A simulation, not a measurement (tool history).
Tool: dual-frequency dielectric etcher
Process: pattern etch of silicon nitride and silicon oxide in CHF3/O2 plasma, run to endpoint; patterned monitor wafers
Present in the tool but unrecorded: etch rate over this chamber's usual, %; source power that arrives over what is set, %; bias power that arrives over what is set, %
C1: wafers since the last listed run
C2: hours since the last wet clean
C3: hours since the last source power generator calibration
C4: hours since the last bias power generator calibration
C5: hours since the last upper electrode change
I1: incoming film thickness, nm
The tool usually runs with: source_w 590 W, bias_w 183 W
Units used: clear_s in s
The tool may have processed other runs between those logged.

Run 1, hour 0: usual settings; C1 0; C2 0.7; C3 2663.3; C4 2444.5; C5 4006.9; I1 197.5. Result: clear_s 132.4 s.
Run 2, hour 18.9: usual settings; C1 186; C2 19.6; C3 2682.2; C4 2463.4; C5 4025.8; I1 197.5. Result: clear_s 132.9 s.
Run 3, hour 47.4: usual settings; C1 280; C2 48.1; C3 2710.7; C4 2491.9; C5 4054.3; I1 196.3. Result: clear_s 132.6 s.
Run 4, hour 76.3: usual settings; C1 284; C2 77; C3 2739.6; C4 2520.8; C5 4083.2; I1 198.4. Result: clear_s 135.5 s.
Run 5, hour 99.2: usual settings; C1 225; C2 99.9; C3 2762.5; C4 2543.7; C5 4106.1; I1 198. Result: clear_s 135.3 s.
Run 6, hour 116: usual settings; C1 165; C2 116.7; C3 2779.3; C4 2560.5; C5 4122.9; I1 196.5. Result: clear_s 133.9 s.
Run 7, hour 135.9: usual settings; C1 195; C2 136.6; C3 2799.2; C4 2580.4; C5 4142.8; I1 197.7. Result: clear_s 135.5 s.
Run 8, hour 160.1: usual settings but source_w 530 W, bias_w 160 W; C1 238; C2 160.8; C3 2823.4; C4 2604.6; C5 4167; I1 197.9. Result: clear_s 150.6 s.
Run 9, hour 184.8: usual settings but source_w 660 W, bias_w 193 W; C1 243; C2 185.5; C3 2848.1; C4 2629.3; C5 4191.7; I1 199.7. Result: clear_s 127.3 s.
At hour 273.5: bias power generator calibrated.
At hour 289.6: source power generator calibrated.
Run 10, hour 290.1: usual settings but source_w 480 W, bias_w 137 W; C1 957; C2 290.8; C3 0.5; C4 16.6; C5 4297; I1 197.4. Result: clear_s 176.3 s.
At hour 339.3: upper electrode replaced.
Run 11, hour 339.8: usual settings; C1 252; C2 340.5; C3 50.2; C4 66.3; C5 0.5; I1 199.1. Result: clear_s 139.2 s.
At hour 375.6: wet clean of the chamber.
Run 12, hour 376.1: usual settings but source_w 540 W; C1 121; C2 0.5; C3 86.5; C4 102.6; C5 36.8; I1 198. Result: clear_s 140.4 s.
Run 13, hour 376.5: usual settings but source_w 470 W; C1 3; C2 0.9; C3 86.9; C4 103; C5 37.2; I1 199.5. Result: clear_s 151.6 s.
Run 14, hour 393.4: usual settings but source_w 680 W, bias_w 215 W; C1 166; C2 17.8; C3 103.8; C4 119.9; C5 54.1; I1 199.6. Result: clear_s 119 s.

Expected results for the next run?
Run 15, hour 425.6: usual settings; C1 316; C2 50; C3 136; C4 152.1; C5 86.3; I1 200.8. Result: clear_s ?.

clear_s: 137.9 s
On a tool with no hidden condition, and with the same random variation, this run would have come out at clear_s 136.1 s.
